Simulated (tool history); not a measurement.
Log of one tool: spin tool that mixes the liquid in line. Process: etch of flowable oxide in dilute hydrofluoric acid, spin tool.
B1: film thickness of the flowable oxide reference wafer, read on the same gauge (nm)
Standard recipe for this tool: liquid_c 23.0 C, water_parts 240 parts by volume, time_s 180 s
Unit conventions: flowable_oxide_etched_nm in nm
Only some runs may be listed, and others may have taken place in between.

Run 1, hour 0.0: usual settings; B1 150.03. Result: flowable_oxide_etched_nm 28.16 nm.
Run 2, hour 60.9: usual settings; B1 150.04. Result: flowable_oxide_etched_nm 28.42 nm.
Run 3, hour 131.1: usual settings; B1 150.00. Result: flowable_oxide_etched_nm 28.43 nm.
Run 4, hour 214.0: usual settings; B1 150.02. Result: flowable_oxide_etched_nm 28.57 nm.
At hour 222.4: thermometer replaced.
Run 5, hour 254.7: usual settings; B1 150.00. Result: flowable_oxide_etched_nm 26.87 nm.
Run 6, hour 313.9: usual settings; B1 150.00. Result: flowable_oxide_etched_nm 27.22 nm.
Run 7, hour 416.7: usual settings; B1 149.97. Result: flowable_oxide_etched_nm 27.37 nm.
Run 8, hour 502.9: usual settings; B1 150.00. Result: flowable_oxide_etched_nm 27.55 nm.
Run 9, hour 546.5: usual settings but water_parts 150 parts by volume; B1 150.01. Result: flowable_oxide_etched_nm 48.80 nm.
Run 10, hour 649.4: usual settings but liquid_c 27.0 C; B1 150.01. Result: flowable_oxide_etched_nm 32.43 nm.
Run 11, hour 694.2: usual settings but liquid_c 27.0 C; B1 150.01. Result: flowable_oxide_etched_nm 32.30 nm.
Run 12, hour 789.8: usual settings but time_s 235 s; B1 150.04. Result: flowable_oxide_etched_nm 36.76 nm.
At hour 828.5: hydrofluoric acid flow meter replaced.
Run 13, hour 865.0: usual settings but water_parts 180 parts by volume; B1 149.99. Result: flowable_oxide_etched_nm 40.17 nm.
Run 14, hour 939.6: usual settings but water_parts 180 parts by volume; B1 150.00. Result: flowable_oxide_etched_nm 41.20 nm.
Run 15, hour 979.9: usual settings but water_parts 320 parts by volume, time_s 255 s; B1 150.03. Result: flowable_oxide_etched_nm 28.01 nm.
At hour 1028.3: thermometer replaced.
Run 16, hour 1064.0: usual settings but time_s 265 s; B1 150.01. Result: flowable_oxide_etched_nm 39.72 nm.
Run 17, hour 1148.6: usual settings but liquid_c 19.0 C, water_parts 295 parts by volume, time_s 145 s; B1 150.00. Result: flowable_oxide_etched_nm 14.79 nm.
Run 18, hour 1207.4: usual settings but water_parts 290 parts by volume; B1 150.02. Result: flowable_oxide_etched_nm 21.56 nm.
At hour 1305.7: gauge calibrated.
Run 19, hour 1311.5: usual settings but liquid_c 26.0 C, time_s 245 s; B1 149.99. Result: flowable_oxide_etched_nm 41.98 nm.
Run 20, hour 1604.9: usual settings; B1 149.99. Result: flowable_oxide_etched_nm 28.66 nm.
At hour 1675.1: hydrofluoric acid flow meter replaced.
At hour 1718.6: thermometer replaced.
Run 21, hour 1880.3: usual settings; B1 150.01. Result: flowable_oxide_etched_nm 27.31 nm.
Run 22, hour 1975.4: usual settings; B1 150.01. Result: flowable_oxide_etched_nm 27.95 nm.
Run 23, hour 2027.9: usual settings but liquid_c 18.5 C; B1 150.01. Result: flowable_oxide_etched_nm 23.61 nm.
Run 24, hour 2078.2: usual settings; B1 150.02. Result: flowable_oxide_etched_nm 28.19 nm.
Run 25, hour 2123.1: usual settings but liquid_c 21.0 C, time_s 255 s; B1 150.04. Result: flowable_oxide_etched_nm 37.22 nm.
Run 26, hour 2172.0: usual settings; B1 150.01. Result: flowable_oxide_etched_nm 28.38 nm.
Run 27, hour 2220.8: usual settings but liquid_c 27.5 C, water_parts 135 parts by volume, time_s 245 s; B1 149.98. Result: flowable_oxide_etched_nm 91.37 nm.
Run 28, hour 2277.4: usual settings; B1 150.00. Result: flowable_oxide_etched_nm 28.53 nm.
Run 29, hour 2317.6: usual settings but liquid_c 19.0 C, water_parts 315 parts by volume, time_s 120 s; B1 149.99. Result: flowable_oxide_etched_nm 11.80 nm.
Run 30, hour 2377.5: usual settings but liquid_c 27.0 C; B1 149.97. Result: flowable_oxide_etched_nm 33.06 nm.
Run 31, hour 2430.1: usual settings but time_s 80 s; B1 150.02. Result: flowable_oxide_etched_nm 12.97 nm.
Run 32, hour 2483.9: usual settings but liquid_c 27.5 C; B1 150.01. Result: flowable_oxide_etched_nm 34.07 nm.

Below, some changes in flowable_oxide_etched_nm between adjacent runs. For each, the amount present without the hidden state too (settings, incoming material, random variation) and the amount remaining for the hidden state with gauge scatter not shared by both compared results:
The tool's hidden condition here consists of: liquid hotter than its thermometer reads (K); hydrofluoric acid flow below the setpoint (%); gauge reads high (%).
Run 4 -> 5: thermometer replaced. flowable_oxide_etched_nm -1.70 nm: hidden state -1.55, all else -0.15.
Run 16 -> 17: liquid_c 23.0 -> 19.0, water_parts 240 -> 295, time_s 265 -> 145. flowable_oxide_etched_nm -24.93 nm: hidden state -0.14, all else -24.79.
Run 26 -> 27: liquid_c 23.0 -> 27.5, water_parts 240 -> 135, time_s 180 -> 245. flowable_oxide_etched_nm +62.99 nm: hidden state +3.52, all else +59.47.
Run 27 -> 28: liquid_c 27.5 -> 23.0, water_parts 135 -> 240, time_s 245 -> 180. flowable_oxide_etched_nm -62.84 nm: hidden state -3.28, all else -59.56.
